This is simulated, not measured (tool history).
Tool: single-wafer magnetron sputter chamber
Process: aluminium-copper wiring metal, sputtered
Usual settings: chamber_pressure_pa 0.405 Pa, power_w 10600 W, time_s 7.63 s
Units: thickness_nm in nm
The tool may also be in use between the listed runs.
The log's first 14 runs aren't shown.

run,day,chamber_pressure_pa,power_w,time_s,"read-back reference wafer on the same gauge, thickness_nm",thickness_nm
15,19.667,0.405,9800,7.63,137.023,127.267
16,20.258,0.405,9800,7.63,137.000,128.959
17,20.771,0.405,9800,7.63,137.081,128.030
# day 21.321: sputter target and shields replaced
18,21.754,0.310,10600,7.63,137.024,141.772
19,22.579,0.405,10600,7.63,137.044,135.377
# day 24.404: capacitance manometer re-zeroed and calibrated
20,25.238,0.405,10600,7.63,137.001,136.350
21,25.900,0.466,8450,7.63,137.003,110.339
# day 26.429: gauge calibrated
22,26.888,0.303,8650,8.27,137.025,129.187
23,28.350,0.405,12600,6.79,136.966,142.476
# day 29.483: sputter target and shields replaced
24,29.504,0.356,10600,9.15,137.001,167.456
25,31.221,0.405,10600,8.44,137.079,151.471
26,31.854,0.500,11500,7.63,137.067,143.235
27,32.562,0.483,11400,8.62,136.927,158.941
28,33.162,0.405,10600,7.63,136.928,136.911
29,33.767,0.405,8100,8.23,137.021,117.886
30,35.083,0.405,10600,7.63,137.075,135.543
31,35.779,0.319,13050,9.14,137.000,203.340
# day 36.483: sputter target and shields replaced
32,36.717,0.405,10600,7.13,136.860,128.106
33,37.788,0.405,8000,7.63,137.103,107.332
34,38.862,0.551,12100,8.53,137.060,162.434
35,39.817,0.507,7950,7.63,137.084,103.415

Forecast each of these 4 alternatives for the next run:
A,39.833,0.405,10600,6.33,?,?
B,39.833,0.277,8950,9.05,?,?
C,39.833,0.281,8550,8.58,?,?
D,39.833,0.454,12350,7.63,?,?

run,"read-back reference wafer on the same gauge, thickness_nm",thickness_nm
A,137.091,113.026
B,137.091,146.912
C,137.091,133.874
D,137.091,152.734
Without the tool's hidden state the same runs would have given:
run,thickness_nm
A,113.026
B,146.912
C,133.874
D,152.734
